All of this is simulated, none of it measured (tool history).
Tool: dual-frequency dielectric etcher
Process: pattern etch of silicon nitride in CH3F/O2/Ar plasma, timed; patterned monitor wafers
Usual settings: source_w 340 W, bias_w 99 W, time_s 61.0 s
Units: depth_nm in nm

run,hour,source_w,bias_w,time_s,"read-back reference wafer on the same gauge, depth_nm",depth_nm
1,0.0,340,99,53.5,40.04,36.57
2,22.6,360,117,61.0,40.00,44.10
3,57.1,360,99,61.0,39.88,42.90
4,73.7,360,99,61.0,39.90,41.85
5,92.7,320,99,61.0,39.79,41.23
6,118.6,320,99,61.0,39.77,41.28
7,137.3,340,99,57.0,39.73,38.98
8,168.6,340,99,61.0,39.68,41.97
9,202.7,340,99,61.0,39.60,41.38
10,235.2,340,99,53.5,39.56,36.07
11,249.9,340,99,77.5,39.52,52.30
12,273.3,290,99,69.0,39.47,44.70
# hour 300.7: wet clean of the chamber
13,301.2,310,87,74.0,39.27,47.38
14,330.5,340,99,61.0,39.36,41.07
# hour 379.1: upper electrode replaced
15,379.6,360,92,66.0,39.12,44.36
16,381.0,280,99,61.0,39.22,38.72
17,404.8,320,121,54.5,39.15,37.73
# hour 411.2: bias power generator calibrated
18,422.1,300,115,61.0,39.11,41.28
19,438.2,340,99,61.0,39.05,40.96
20,456.0,340,99,61.0,38.91,40.84
# hour 482.2: source power generator calibrated
# hour 488.1: gauge calibrated
21,488.8,290,99,77.5,40.08,51.17
22,520.2,260,105,50.5,40.05,33.36
23,555.1,270,88,45.5,40.08,29.02
24,581.8,400,122,52.0,40.14,39.04
25,614.0,340,99,61.0,40.08,42.37
26,645.9,370,99,53.5,40.20,37.62
27,659.2,340,99,61.0,40.15,41.68
28,682.1,340,99,61.0,40.09,41.29
29,701.7,380,110,69.0,40.04,50.64

5 ways to go on from here, each from the tool as it stands after run 29. What would each give?
A,702.1,340,85,61.0,?,?
B,702.1,340,99,44.5,?,?
C,702.1,280,80,61.0,?,?
D,702.1,340,99,66.0,?,?
E,702.1,280,99,77.5,?,?

run,"read-back reference wafer on the same gauge, depth_nm",depth_nm
A,40.09,40.25
B,40.09,30.46
C,40.09,37.79
D,40.09,45.17
E,40.09,50.51
Without the tool's hidden state the same runs would have given:
run,depth_nm
A,40.39
B,30.56
C,37.91
D,45.32
E,50.67
